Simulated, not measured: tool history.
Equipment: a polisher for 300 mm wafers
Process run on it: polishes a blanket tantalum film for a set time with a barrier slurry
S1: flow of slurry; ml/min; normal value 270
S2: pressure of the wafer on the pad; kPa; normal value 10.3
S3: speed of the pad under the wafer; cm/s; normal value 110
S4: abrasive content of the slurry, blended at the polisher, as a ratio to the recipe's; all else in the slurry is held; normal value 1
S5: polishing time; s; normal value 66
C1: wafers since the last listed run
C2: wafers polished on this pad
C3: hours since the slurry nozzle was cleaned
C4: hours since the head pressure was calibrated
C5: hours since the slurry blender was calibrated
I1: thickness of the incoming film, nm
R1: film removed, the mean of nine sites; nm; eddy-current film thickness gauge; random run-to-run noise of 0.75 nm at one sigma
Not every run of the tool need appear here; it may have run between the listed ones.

Run 1, day 0: usual settings; C1 0; C2 35; C3 144.4; C4 695; C5 135.7; I1 464.4. Result: R1 115.5 nm.
Run 2, day 1.375: usual settings; C1 233; C2 269; C3 177.4; C4 728; C5 168.7; I1 468.7. Result: R1 114.2 nm.
Run 3, day 2.808: usual settings; C1 243; C2 512; C3 211.8; C4 762.4; C5 203.1; I1 477.4. Result: R1 114.5 nm.
Run 4, day 3.892: usual settings; C1 183; C2 695; C3 237.8; C4 788.4; C5 229.1; I1 465.5. Result: R1 113.6 nm.
Run 5, day 4.971: usual settings; C1 182; C2 878; C3 263.7; C4 814.3; C5 255; I1 474.3. Result: R1 114.2 nm.
Run 6, day 5.958: usual settings; C1 167; C2 1046; C3 287.4; C4 838; C5 278.7; I1 473.3. Result: R1 113.9 nm.
At day 6.779: worn pad replaced by a new one.
Run 7, day 6.8: usual settings; C1 114; C2 3; C3 307.6; C4 858.2; C5 298.9; I1 473. Result: R1 115.8 nm.
At day 7.262: head pressure recalibrated.
Run 8, day 7.371: usual settings but S5 81 s; C1 82; C2 86; C3 321.3; C4 2.6; C5 312.6; I1 468.2. Result: R1 147.9 nm.
Run 9, day 8.704: usual settings but S5 81 s; C1 226; C2 312; C3 353.3; C4 34.6; C5 344.6; I1 463.1. Result: R1 150.2 nm.
Run 10, day 9.442: usual settings; C1 125; C2 437; C3 371; C4 52.3; C5 362.3; I1 474.3. Result: R1 123.1 nm.
Run 11, day 9.954: usual settings; C1 86; C2 524; C3 383.3; C4 64.6; C5 374.6; I1 468.6. Result: R1 121.9 nm.
Run 12, day 10.571: usual settings but S3 124 cm/s; C1 104; C2 629; C3 398.1; C4 79.4; C5 389.4; I1 478.9. Result: R1 138 nm.
Run 13, day 12.05: usual settings but S4 1.3; C1 250; C2 879; C3 433.6; C4 114.9; C5 424.9; I1 471.8. Result: R1 130 nm.
Run 14, day 13.35: usual settings but S1 215 ml/min, S4 1.15; C1 220; C2 1100; C3 464.8; C4 146.1; C5 456.1; I1 467.9. Result: R1 123.7 nm.
At day 13.604: slurry blender recalibrated.
Run 15, day 14.083: usual settings but S1 205 ml/min, S3 122 cm/s, S4 1.2; C1 110; C2 1210; C3 482.4; C4 163.7; C5 11.5; I1 473.3. Result: R1 137.3 nm.
At day 14.696: worn pad replaced by a new one.
Run 16, day 14.754: usual settings but S2 11.7 kPa, S3 140 cm/s; C1 85; C2 10; C3 498.5; C4 179.8; C5 27.6; I1 474. Result: R1 178.7 nm.
At day 14.892: head pressure recalibrated, repeated, since the last time left the tool worse.
At day 14.921: slurry nozzle cleaned.
Run 17, day 15.783: usual settings but S5 54 s; C1 155; C2 165; C3 20.7; C4 21.4; C5 52.3; I1 474.4. Result: R1 89.5 nm.
Run 18, day 16.379: usual settings but S3 128 cm/s, S5 88 s; C1 101; C2 266; C3 35; C4 35.7; C5 66.6; I1 466.6. Result: R1 169.3 nm.
Run 19, day 17.067: usual settings but S1 175 ml/min, S3 88 cm/s; C1 116; C2 383; C3 51.5; C4 52.2; C5 83.1; I1 473.6. Result: R1 83.8 nm.
Run 20, day 17.592: usual settings but S1 195 ml/min, S2 8.3 kPa, S5 47 s; C1 89; C2 472; C3 64.1; C4 64.8; C5 95.7; I1 470.6. Result: R1 60.6 nm.
Run 21, day 18.679: usual settings but S1 310 ml/min, S4 1.2; C1 184; C2 656; C3 90.2; C4 90.9; C5 121.8; I1 474.1. Result: R1 116.2 nm.
Run 22, day 19.425: usual settings; C1 126; C2 782; C3 108.1; C4 108.8; C5 139.7; I1 469. Result: R1 112.2 nm.
Run 23, day 20.479: usual settings but S1 305 ml/min, S2 9 kPa; C1 178; C2 961; C3 133.4; C4 134.1; C5 165; I1 466.8. Result: R1 98.3 nm.
Run 24, day 20.983: usual settings but S1 300 ml/min, S3 126 cm/s, S4 0.85, S5 86 s; C1 85; C2 1047; C3 145.5; C4 146.2; C5 177.1; I1 473.1. Result: R1 163 nm.
Run 25, day 21.842: usual settings; C1 145; C2 1192; C3 166.1; C4 166.8; C5 197.7; I1 470.7. Result: R1 114 nm.
At day 23.362: worn pad replaced by a new one.
Run 26, day 23.383: usual settings; C1 233; C2 3; C3 203.1; C4 203.8; C5 234.7; I1 470.8. Result: R1 114.5 nm.
Run 27, day 24.046: usual settings but S2 13.1 kPa, S3 132 cm/s, S5 83 s; C1 112; C2 115; C3 219; C4 219.7; C5 250.6; I1 472.8. Result: R1 213.9 nm.
Run 28, day 24.762: usual settings but S1 180 ml/min, S3 146 cm/s; C1 121; C2 237; C3 236.2; C4 236.9; C5 267.8; I1 478.4. Result: R1 141.1 nm.
Run 29, day 25.333: usual settings but S3 84 cm/s; C1 96; C2 333; C3 249.9; C4 250.6; C5 281.5; I1 470.4. Result: R1 88.5 nm.

5 ways to go on from here, each from the tool as it stands after run 29. What would each give?
Run A, day 25.35: usual settings but S3 98 cm/s; C1 2; C2 336; C3 250.3; C4 251; C5 281.9; I1 464.7. Result: R1 ?.
Run B, day 25.35: usual settings but S1 360 ml/min, S2 13.1 kPa, S5 51 s; C1 2; C2 336; C3 250.3; C4 251; C5 281.9; I1 464.7. Result: R1 ?.
Run C, day 25.35: usual settings but S3 128 cm/s; C1 2; C2 336; C3 250.3; C4 251; C5 281.9; I1 464.7. Result: R1 ?.
Run D, day 25.35: usual settings but S2 11 kPa, S5 58 s; C1 2; C2 336; C3 250.3; C4 251; C5 281.9; I1 464.7. Result: R1 ?.
Run E, day 25.35: usual settings but S1 300 ml/min, S2 6.9 kPa, S3 146 cm/s; C1 2; C2 336; C3 250.3; C4 251; C5 281.9; I1 464.7. Result: R1 ?.

run     R1
  A  103.1
  B  115.8
  C  133.1
  D  107.9
  E  101.8
Had the tool no hidden state, the same runs would have come out as:
run     R1
  A   97.9
  B  109.9
  C  126.3
  D  102.4
  E   96.6
